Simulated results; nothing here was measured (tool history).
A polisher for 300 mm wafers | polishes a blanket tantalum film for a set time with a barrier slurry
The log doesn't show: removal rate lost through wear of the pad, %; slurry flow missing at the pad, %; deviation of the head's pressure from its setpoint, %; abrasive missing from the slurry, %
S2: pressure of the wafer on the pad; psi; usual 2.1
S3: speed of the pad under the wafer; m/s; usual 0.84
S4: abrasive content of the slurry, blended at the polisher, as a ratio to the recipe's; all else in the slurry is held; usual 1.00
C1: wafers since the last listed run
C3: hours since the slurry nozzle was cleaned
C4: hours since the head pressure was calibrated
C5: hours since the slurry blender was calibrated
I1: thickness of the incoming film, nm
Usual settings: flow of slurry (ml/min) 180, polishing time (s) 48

Run 1, hour 0.0: usual settings; C1 0; wafers polished on this pad 1389; C3 36.7; C4 1331.8; C5 120.6; I1 410.3. Result: film removed (nm) 72.7.
Run 2, hour 27.0: usual settings but S3 0.62 m/s; C1 167; wafers polished on this pad 1557; C3 63.7; C4 1358.8; C5 147.6; I1 412.1. Result: film removed (nm) 53.4.
At hour 34.1: worn pad replaced by a new one.
Run 3, hour 41.5: usual settings but S3 0.62 m/s; C1 65; wafers polished on this pad 45; C3 78.2; C4 1373.3; C5 162.1; I1 413.4. Result: film removed (nm) 53.6.
Run 4, hour 68.5: usual settings but S3 0.62 m/s; C1 167; wafers polished on this pad 213; C3 105.2; C4 1400.3; C5 189.1; I1 407.0. Result: film removed (nm) 53.0.
At hour 78.8: head pressure recalibrated.
Run 5, hour 93.6: usual settings but flow of slurry (ml/min) 225; C1 143; wafers polished on this pad 356; C3 130.3; C4 14.8; C5 214.2; I1 407.7. Result: film removed (nm) 73.9.
Run 6, hour 111.0: usual settings but flow of slurry (ml/min) 225; C1 107; wafers polished on this pad 464; C3 147.7; C4 32.2; C5 231.6; I1 409.5. Result: film removed (nm) 74.6.
Run 7, hour 193.9: usual settings but flow of slurry (ml/min) 230, S3 0.66 m/s; C1 514; wafers polished on this pad 978; C3 230.6; C4 115.1; C5 314.5; I1 407.9. Result: film removed (nm) 57.1.
Run 8, hour 215.8: usual settings; C1 135; wafers polished on this pad 1114; C3 252.5; C4 137.0; C5 336.4; I1 413.0. Result: film removed (nm) 67.8.
Run 9, hour 241.2: usual settings but S3 0.64 m/s, S4 0.85, polishing time (s) 55; C1 157; wafers polished on this pad 1272; C3 277.9; C4 162.4; C5 361.8; I1 413.1. Result: film removed (nm) 55.9.
At hour 258.3: worn pad replaced by a new one.
Run 10, hour 259.0: usual settings but polishing time (s) 61; C1 85; wafers polished on this pad 4; C3 295.7; C4 180.2; C5 379.6; I1 406.7. Result: film removed (nm) 85.6.
Run 11, hour 285.3: usual settings but S3 0.74 m/s; C1 163; wafers polished on this pad 167; C3 322.0; C4 206.5; C5 405.9; I1 407.8. Result: film removed (nm) 57.7.
Run 12, hour 303.0: usual settings but flow of slurry (ml/min) 155, polishing time (s) 38; C1 109; wafers polished on this pad 277; C3 339.7; C4 224.2; C5 423.6; I1 417.0. Result: film removed (nm) 50.4.
At hour 311.7: slurry nozzle cleaned.
Run 13, hour 318.0: usual settings but flow of slurry (ml/min) 230, S2 1.6 psi, S3 0.98 m/s, S4 0.85; C1 86; wafers polished on this pad 364; C3 6.3; C4 239.2; C5 438.6; I1 402.8. Result: film removed (nm) 67.2.
Run 14, hour 347.9: usual settings but flow of slurry (ml/min) 125, S3 0.68 m/s; C1 185; wafers polished on this pad 549; C3 36.2; C4 269.1; C5 468.5; I1 406.3. Result: film removed (nm) 55.4.
Run 15, hour 365.3: usual settings but flow of slurry (ml/min) 150, S3 0.58 m/s, S4 1.25, polishing time (s) 59; C1 107; wafers polished on this pad 657; C3 53.6; C4 286.5; C5 485.9; I1 410.4. Result: film removed (nm) 61.4.
Run 16, hour 397.6: usual settings but S2 2.4 psi, S3 0.66 m/s; C1 200; wafers polished on this pad 857; C3 85.9; C4 318.8; C5 518.2; I1 412.7. Result: film removed (nm) 63.5.
At hour 402.3: slurry blender recalibrated.
Run 17, hour 431.3: usual settings but S3 0.66 m/s, S4 1.30, polishing time (s) 43; C1 196; wafers polished on this pad 1054; C3 119.6; C4 352.5; C5 29.0; I1 413.2. Result: film removed (nm) 53.5.
Run 18, hour 455.5: usual settings but flow of slurry (ml/min) 245, S4 0.90; C1 150; wafers polished on this pad 1204; C3 143.8; C4 376.7; C5 53.2; I1 412.1. Result: film removed (nm) 73.6.
Run 19, hour 481.7: usual settings but flow of slurry (ml/min) 215; C1 162; wafers polished on this pad 1367; C3 170.0; C4 402.9; C5 79.4; I1 410.0. Result: film removed (nm) 74.5.
Run 20, hour 500.9: usual settings but S2 2.6 psi, polishing time (s) 44; C1 119; wafers polished on this pad 1486; C3 189.2; C4 422.1; C5 98.6; I1 404.2. Result: film removed (nm) 78.6.
At hour 522.0: worn pad replaced by a new one.
Run 21, hour 522.5: usual settings; C1 109; wafers polished on this pad 3; C3 210.8; C4 443.7; C5 120.2; I1 408.5. Result: film removed (nm) 69.6.
Run 22, hour 535.0: usual settings but flow of slurry (ml/min) 200, polishing time (s) 36; C1 77; wafers polished on this pad 80; C3 223.3; C4 456.2; C5 132.7; I1 413.2. Result: film removed (nm) 53.0.
Run 23, hour 551.0: usual settings; C1 99; wafers polished on this pad 179; C3 239.3; C4 472.2; C5 148.7; I1 416.1. Result: film removed (nm) 66.9.
Run 24, hour 576.9: usual settings but flow of slurry (ml/min) 225, S3 0.98 m/s; C1 160; wafers polished on this pad 340; C3 265.2; C4 498.1; C5 174.6; I1 405.7. Result: film removed (nm) 83.0.
At hour 582.0: slurry nozzle cleaned.
Run 25, hour 604.5: usual settings but flow of slurry (ml/min) 145, S2 1.5 psi, S4 1.25; C1 165; wafers polished on this pad 505; C3 22.5; C4 525.7; C5 202.2; I1 412.0. Result: film removed (nm) 56.6.
Run 26, hour 627.0: usual settings but polishing time (s) 42; C1 139; wafers polished on this pad 645; C3 45.0; C4 548.2; C5 224.7; I1 406.8. Result: film removed (nm) 66.1.
Run 27, hour 660.2: usual settings but flow of slurry (ml/min) 240; C1 205; wafers polished on this pad 851; C3 78.2; C4 581.4; C5 257.9; I1 412.2. Result: film removed (nm) 77.9.
Run 28, hour 674.6: usual settings but flow of slurry (ml/min) 225, S2 2.3 psi, S3 0.96 m/s, polishing time (s) 31; C1 89; wafers polished on this pad 940; C3 92.6; C4 595.8; C5 272.3; I1 414.5. Result: film removed (nm) 60.3.
Run 29, hour 700.7: usual settings but S4 1.15; C1 161; wafers polished on this pad 1102; C3 118.7; C4 621.9; C5 298.4; I1 404.5. Result: film removed (nm) 75.4.
Run 30, hour 734.6: usual settings but flow of slurry (ml/min) 240, S2 2.5 psi, S4 1.25; C1 210; wafers polished on this pad 1312; C3 152.6; C4 655.8; C5 332.3; I1 406.6. Result: film removed (nm) 92.0.
At hour 750.9: worn pad replaced by a new one.
Run 31, hour 759.9: usual settings; C1 132; wafers polished on this pad 55; C3 177.9; C4 681.1; C5 357.6; I1 405.5. Result: film removed (nm) 71.2.

Forecast each of these 3 alternatives for the next run:
Run A, hour 760.3: usual settings; C1 2; wafers polished on this pad 58; C3 178.3; C4 681.5; C5 358.0; I1 408.2. Result: film removed (nm) ?.
Run B, hour 760.3: usual settings but flow of slurry (ml/min) 150; C1 2; wafers polished on this pad 58; C3 178.3; C4 681.5; C5 358.0; I1 408.2. Result: film removed (nm) ?.
Run C, hour 760.3: usual settings but S4 1.25; C1 2; wafers polished on this pad 58; C3 178.3; C4 681.5; C5 358.0; I1 408.2. Result: film removed (nm) ?.

run  film removed (nm)
  A               71.6
  B               68.6
  C               75.5
Without the tool's hidden state the same runs would have given:
run  film removed (nm)
  A               75.3
  B               72.9
  C               79.5

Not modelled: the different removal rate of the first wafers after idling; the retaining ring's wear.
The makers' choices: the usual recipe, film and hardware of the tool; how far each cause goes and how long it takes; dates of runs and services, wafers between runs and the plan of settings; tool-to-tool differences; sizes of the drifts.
